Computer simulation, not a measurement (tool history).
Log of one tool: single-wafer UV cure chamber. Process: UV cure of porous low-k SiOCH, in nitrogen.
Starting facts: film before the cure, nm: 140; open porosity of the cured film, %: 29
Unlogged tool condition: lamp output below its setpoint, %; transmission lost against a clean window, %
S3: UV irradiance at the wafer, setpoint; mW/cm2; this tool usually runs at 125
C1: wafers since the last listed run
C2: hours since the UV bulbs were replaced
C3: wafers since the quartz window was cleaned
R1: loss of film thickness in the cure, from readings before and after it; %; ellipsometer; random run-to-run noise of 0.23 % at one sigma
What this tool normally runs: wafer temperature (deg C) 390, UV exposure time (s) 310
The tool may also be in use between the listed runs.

run 1 hour=0.0 | wafer_temperature_(deg_C)=390 UV_exposure_time_(s)=310 S3=125 | C1=0 C2=1836.8 C3=3861 | R1=17.565
-- hour=1.9 quartz window cleaned
run 2 hour=33.3 | wafer_temperature_(deg_C)=390 UV_exposure_time_(s)=310 S3=125 | C1=322 C2=1870.1 C3=322 | R1=17.872
run 3 hour=52.4 | wafer_temperature_(deg_C)=390 UV_exposure_time_(s)=310 S3=125 | C1=195 C2=1889.2 C3=518 | R1=18.358
run 4 hour=77.3 | wafer_temperature_(deg_C)=390 UV_exposure_time_(s)=310 S3=125 | C1=255 C2=1914.1 C3=773 | R1=18.044
run 5 hour=163.8 | wafer_temperature_(deg_C)=390 UV_exposure_time_(s)=310 S3=125 | C1=886 C2=2000.6 C3=1660 | R1=18.061
run 6 hour=188.1 | wafer_temperature_(deg_C)=390 UV_exposure_time_(s)=310 S3=125 | C1=249 C2=2024.9 C3=1909 | R1=17.845
run 7 hour=247.4 | wafer_temperature_(deg_C)=390 UV_exposure_time_(s)=310 S3=125 | C1=608 C2=2084.2 C3=2517 | R1=17.485
-- hour=259.4 UV bulbs replaced
run 8 hour=271.1 | wafer_temperature_(deg_C)=390 UV_exposure_time_(s)=310 S3=125 | C1=160 C2=11.7 C3=2678 | R1=17.700
run 9 hour=304.3 | wafer_temperature_(deg_C)=396 UV_exposure_time_(s)=415 S3=162 | C1=340 C2=44.9 C3=3019 | R1=20.910
run 10 hour=317.3 | wafer_temperature_(deg_C)=384 UV_exposure_time_(s)=255 S3=156 | C1=133 C2=57.9 C3=3152 | R1=17.597
run 11 hour=337.1 | wafer_temperature_(deg_C)=390 UV_exposure_time_(s)=310 S3=125 | C1=203 C2=77.7 C3=3355 | R1=17.326
run 12 hour=361.6 | wafer_temperature_(deg_C)=390 UV_exposure_time_(s)=310 S3=125 | C1=251 C2=102.2 C3=3606 | R1=17.193
-- hour=369.7 quartz window cleaned
run 13 hour=393.7 | wafer_temperature_(deg_C)=390 UV_exposure_time_(s)=235 S3=125 | C1=247 C2=134.3 C3=246 | R1=16.709
run 14 hour=419.2 | wafer_temperature_(deg_C)=409 UV_exposure_time_(s)=430 S3=96 | C1=261 C2=159.8 C3=507 | R1=18.841
run 15 hour=452.6 | wafer_temperature_(deg_C)=372 UV_exposure_time_(s)=135 S3=125 | C1=342 C2=193.2 C3=850 | R1=13.252
run 16 hour=484.2 | wafer_temperature_(deg_C)=390 UV_exposure_time_(s)=395 S3=144 | C1=324 C2=224.8 C3=1174 | R1=20.520
run 17 hour=513.0 | wafer_temperature_(deg_C)=377 UV_exposure_time_(s)=480 S3=125 | C1=295 C2=253.6 C3=1469 | R1=20.304

Predict each of these 4 candidate next runs independently; none follows another, all start after run 17:
run A hour=513.4 | wafer_temperature_(deg_C)=377 UV_exposure_time_(s)=310 S3=125 | C1=4 C2=254.0 C3=1473 | R1=?
run B hour=513.4 | wafer_temperature_(deg_C)=405 UV_exposure_time_(s)=310 S3=125 | C1=4 C2=254.0 C3=1473 | R1=?
run C hour=513.4 | wafer_temperature_(deg_C)=371 UV_exposure_time_(s)=415 S3=161 | C1=4 C2=254.0 C3=1473 | R1=?
run D hour=513.4 | wafer_temperature_(deg_C)=397 UV_exposure_time_(s)=155 S3=125 | C1=4 C2=254.0 C3=1473 | R1=?

run=A R1=17.653
run=B R1=18.283
run=C R1=20.627
run=D R1=14.244
Without the tool's hidden state the same runs would have given:
run=A R1=18.208
run=B R1=18.839
run=C R1=21.185
run=D R1=14.773
